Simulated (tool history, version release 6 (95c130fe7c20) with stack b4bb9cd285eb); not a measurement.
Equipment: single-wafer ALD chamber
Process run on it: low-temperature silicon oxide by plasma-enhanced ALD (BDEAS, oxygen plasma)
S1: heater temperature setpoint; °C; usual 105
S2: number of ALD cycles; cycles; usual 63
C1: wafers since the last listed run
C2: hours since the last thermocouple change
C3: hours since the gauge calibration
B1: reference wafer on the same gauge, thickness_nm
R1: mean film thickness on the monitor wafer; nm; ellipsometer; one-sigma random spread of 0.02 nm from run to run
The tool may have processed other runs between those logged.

run 1 hour=0 | S1=105 S2=69 | C1=0 C2=3191.7 C3=22.1 | B1=7.6 | R1=8.647
run 2 hour=9.5 | S1=112 S2=63 | C1=60 C2=3201.2 C3=31.6 | B1=7.599 | R1=7.768
run 3 hour=25.6 | S1=105 S2=57 | C1=102 C2=3217.3 C3=47.7 | B1=7.605 | R1=7.12
run 4 hour=35.5 | S1=105 S2=57 | C1=62 C2=3227.2 C3=57.6 | B1=7.603 | R1=7.138
run 5 hour=48.4 | S1=95 S2=63 | C1=82 C2=3240.1 C3=70.5 | B1=7.597 | R1=8.132
run 6 hour=59.2 | S1=95 S2=63 | C1=68 C2=3250.9 C3=81.3 | B1=7.599 | R1=8.137
run 7 hour=70 | S1=105 S2=63 | C1=68 C2=3261.7 C3=92.1 | B1=7.602 | R1=7.848
run 8 hour=81.2 | S1=105 S2=63 | C1=71 C2=3272.9 C3=103.3 | B1=7.592 | R1=7.91
run 9 hour=92.9 | S1=105 S2=63 | C1=74 C2=3284.6 C3=115 | B1=7.601 | R1=7.874
run 10 hour=108.3 | S1=105 S2=63 | C1=97 C2=3300 C3=130.4 | B1=7.603 | R1=7.89
run 11 hour=116.7 | S1=105 S2=63 | C1=53 C2=3308.4 C3=138.8 | B1=7.605 | R1=7.898
run 12 hour=128.5 | S1=105 S2=63 | C1=75 C2=3320.2 C3=150.6 | B1=7.599 | R1=7.875
run 13 hour=139.1 | S1=111 S2=63 | C1=67 C2=3330.8 C3=161.2 | B1=7.602 | R1=7.79
run 14 hour=145.3 | S1=111 S2=63 | C1=39 C2=3337 C3=167.4 | B1=7.6 | R1=7.77
run 15 hour=152.7 | S1=105 S2=63 | C1=47 C2=3344.4 C3=174.8 | B1=7.594 | R1=7.874
-- hour=181.4 gauge calibrated
run 16 hour=190.4 | S1=109 S2=63 | C1=239 C2=3382.1 C3=9 | B1=7.601 | R1=7.804
-- hour=201.8 thermocouple changed; heater temperature recalibrated
run 17 hour=203.3 | S1=113 S2=53 | C1=31 C2=1.5 C3=21.9 | B1=7.605 | R1=6.488
run 18 hour=219.7 | S1=117 S2=53 | C1=104 C2=17.9 C3=38.3 | B1=7.604 | R1=6.461
run 19 hour=237.4 | S1=119 S2=72 | C1=112 C2=35.6 C3=56 | B1=7.594 | R1=8.763
run 20 hour=254.7 | S1=110 S2=75 | C1=109 C2=52.9 C3=73.3 | B1=7.599 | R1=9.264
run 21 hour=265.2 | S1=105 S2=63 | C1=66 C2=63.4 C3=83.8 | B1=7.6 | R1=7.911

Run 22, settings as shown, results not yet in. Your forecast:
run 22 hour=277.5 | S1=105 S2=72 | C1=78 C2=75.7 C3=96.1 | B1=? | R1=?

{"run 22": {"B1": 7.595, "R1": 9.03}}
With the hidden condition absent and the run-to-run variation left alone, this run would have shown R1 9.03 nm.

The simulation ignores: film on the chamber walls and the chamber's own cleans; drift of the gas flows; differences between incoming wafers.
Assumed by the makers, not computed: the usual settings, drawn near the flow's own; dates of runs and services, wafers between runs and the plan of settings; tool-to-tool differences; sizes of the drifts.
